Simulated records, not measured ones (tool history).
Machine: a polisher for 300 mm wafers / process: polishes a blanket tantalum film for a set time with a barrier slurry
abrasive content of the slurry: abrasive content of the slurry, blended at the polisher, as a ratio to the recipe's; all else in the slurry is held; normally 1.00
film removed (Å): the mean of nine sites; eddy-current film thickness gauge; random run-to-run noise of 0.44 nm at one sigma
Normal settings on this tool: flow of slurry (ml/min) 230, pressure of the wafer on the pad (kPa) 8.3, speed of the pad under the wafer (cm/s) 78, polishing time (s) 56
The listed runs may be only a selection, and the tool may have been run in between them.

| run | hour | flow of slurry (ml/min) | pressure of the wafer on the pad (kPa) | speed of the pad under the wafer (cm/s) | abrasive content of the slurry | polishing time (s) | wafers since the last listed run | wafers polished on this pad | hours since the slurry nozzle was cleaned | hours since the head pressure was calibrated | hours since the slurry blender was calibrated | incoming thickness of the incoming film, nm | film removed (Å) |
|---|---|---|---|---|---|---|---|---|---|---|---|---|---|
| 1 | 0.0 | 230 | 8.3 | 78 | 1.00 | 56 | 0 | 8106 | 358.4 | 808.9 | 407.8 | 411.9 | 484 |
|  | 138.2 | head pressure recalibrated |
| 2 | 150.5 | 230 | 8.3 | 78 | 1.00 | 56 | 2315 | 10421 | 508.9 | 12.3 | 558.3 | 415.5 | 484 |
| 3 | 230.1 | 230 | 8.3 | 78 | 1.00 | 56 | 1241 | 11663 | 588.5 | 91.9 | 637.9 | 418.3 | 482 |
|  | 338.4 | worn pad replaced by a new one |
|  | 447.6 | slurry blender recalibrated |
|  | 477.6 | slurry nozzle cleaned |
| 4 | 524.5 | 230 | 8.3 | 78 | 0.85 | 56 | 4481 | 2855 | 46.9 | 386.3 | 76.9 | 421.6 | 487 |
| 5 | 607.8 | 230 | 8.3 | 78 | 0.85 | 56 | 1299 | 4154 | 130.2 | 469.6 | 160.2 | 418.7 | 487 |
| 6 | 683.2 | 230 | 8.3 | 78 | 0.85 | 56 | 1175 | 5330 | 205.6 | 545.0 | 235.6 | 416.9 | 475 |
| 7 | 767.0 | 300 | 7.6 | 64 | 1.25 | 56 | 1306 | 6636 | 289.4 | 628.8 | 319.4 | 422.9 | 407 |
| 8 | 836.0 | 230 | 8.3 | 78 | 1.00 | 56 | 1076 | 7712 | 358.4 | 697.8 | 388.4 | 419.5 | 492 |
|  | 926.6 | head pressure recalibrated |
| 9 | 930.7 | 230 | 6.2 | 78 | 0.75 | 75 | 1445 | 9158 | 453.1 | 4.1 | 483.1 | 413.5 | 467 |
| 10 | 1022.4 | 310 | 6.9 | 70 | 1.00 | 45 | 1430 | 10588 | 544.8 | 95.8 | 574.8 | 419.9 | 305 |
| 11 | 1109.7 | 295 | 8.3 | 78 | 0.70 | 56 | 1361 | 11949 | 632.1 | 183.1 | 662.1 | 419.9 | 464 |
| 12 | 1214.4 | 205 | 10.3 | 78 | 0.75 | 56 | 1632 | 13582 | 736.8 | 287.8 | 766.8 | 414.8 | 567 |
|  | 1307.9 | worn pad replaced by a new one |
| 13 | 1322.0 | 230 | 9.7 | 78 | 1.00 | 56 | 1615 | 220 | 844.4 | 395.4 | 874.4 | 414.0 | 608 |
|  | 1364.7 | slurry nozzle cleaned |
| 14 | 1376.2 | 230 | 8.3 | 78 | 1.00 | 56 | 829 | 1050 | 11.5 | 449.6 | 928.6 | 420.9 | 506 |
| 15 | 1419.8 | 230 | 8.3 | 78 | 1.00 | 73 | 679 | 1729 | 55.1 | 493.2 | 972.2 | 418.1 | 665 |
|  | 1444.9 | slurry blender recalibrated |
| 16 | 1478.0 | 230 | 8.3 | 78 | 1.00 | 72 | 876 | 2606 | 113.3 | 551.4 | 33.1 | 419.6 | 650 |
| 17 | 1731.8 | 255 | 6.9 | 88 | 1.00 | 39 | 3957 | 6564 | 367.1 | 805.2 | 286.9 | 420.9 | 316 |
| 18 | 1810.5 | 305 | 6.2 | 78 | 1.00 | 56 | 1227 | 7791 | 445.8 | 883.9 | 365.6 | 422.0 | 373 |
|  | 1827.1 | head pressure recalibrated |
| 19 | 1908.2 | 230 | 8.3 | 78 | 1.00 | 56 | 1492 | 9283 | 543.5 | 81.1 | 463.3 | 426.0 | 479 |
| 20 | 1968.2 | 230 | 8.3 | 104 | 0.85 | 42 | 935 | 10219 | 603.5 | 141.1 | 523.3 | 419.8 | 447 |
| 21 | 2043.6 | 230 | 8.3 | 78 | 1.00 | 39 | 1175 | 11395 | 678.9 | 216.5 | 598.7 | 420.1 | 333 |
| 22 | 2145.7 | 185 | 8.3 | 78 | 1.00 | 65 | 1592 | 12987 | 781.0 | 318.6 | 700.8 | 421.8 | 541 |
|  | 2273.2 | slurry nozzle cleaned |
|  | 2351.6 | worn pad replaced by a new one |
|  | 2352.8 | slurry blender recalibrated |
| 23 | 2455.4 | 230 | 8.3 | 78 | 1.00 | 56 | 4733 | 1600 | 182.2 | 628.3 | 102.6 | 424.6 | 505 |
| 24 | 2500.1 | 180 | 8.3 | 78 | 1.00 | 56 | 697 | 2297 | 226.9 | 673.0 | 147.3 | 418.0 | 486 |
| 25 | 2671.1 | 230 | 6.9 | 56 | 1.00 | 56 | 2666 | 4964 | 397.9 | 844.0 | 318.3 | 424.6 | 310 |
|  | 2685.9 | head pressure recalibrated |
| 26 | 2750.1 | 230 | 8.3 | 78 | 1.00 | 56 | 1200 | 6165 | 476.9 | 64.2 | 397.3 | 416.3 | 482 |
| 27 | 2839.7 | 230 | 8.3 | 50 | 1.25 | 71 | 1397 | 7562 | 566.5 | 153.8 | 486.9 | 423.3 | 452 |
| 28 | 2881.5 | 230 | 8.3 | 78 | 1.00 | 56 | 651 | 8214 | 608.3 | 195.6 | 528.7 | 417.3 | 481 |
| 29 | 3043.7 | 230 | 8.3 | 78 | 1.00 | 56 | 2529 | 10743 | 770.5 | 357.8 | 690.9 | 419.1 | 471 |

5 ways to go on from here, each from the tool as it stands after run 29. What would each give?
| A | 3044.1 | 230 | 8.3 | 100 | 1.00 | 56 | 6 | 10749 | 770.9 | 358.2 | 691.3 | 420.3 | ? |
| B | 3044.1 | 230 | 6.2 | 64 | 0.85 | 49 | 6 | 10749 | 770.9 | 358.2 | 691.3 | 420.3 | ? |
| C | 3044.1 | 230 | 8.3 | 98 | 0.85 | 56 | 6 | 10749 | 770.9 | 358.2 | 691.3 | 420.3 | ? |
| D | 3044.1 | 265 | 8.3 | 78 | 1.00 | 56 | 6 | 10749 | 770.9 | 358.2 | 691.3 | 420.3 | ? |
| E | 3044.1 | 255 | 8.3 | 78 | 0.75 | 56 | 6 | 10749 | 770.9 | 358.2 | 691.3 | 420.3 | ? |

| run | film removed (Å) |
|---|---|
| A | 578 |
| B | 258 |
| C | 552 |
| D | 477 |
| E | 452 |
Without the tool's unlogged condition, the same runs would have read:
| run | film removed (Å) |
|---|---|
| A | 635 |
| B | 283 |
| C | 606 |
| D | 523 |
| E | 495 |
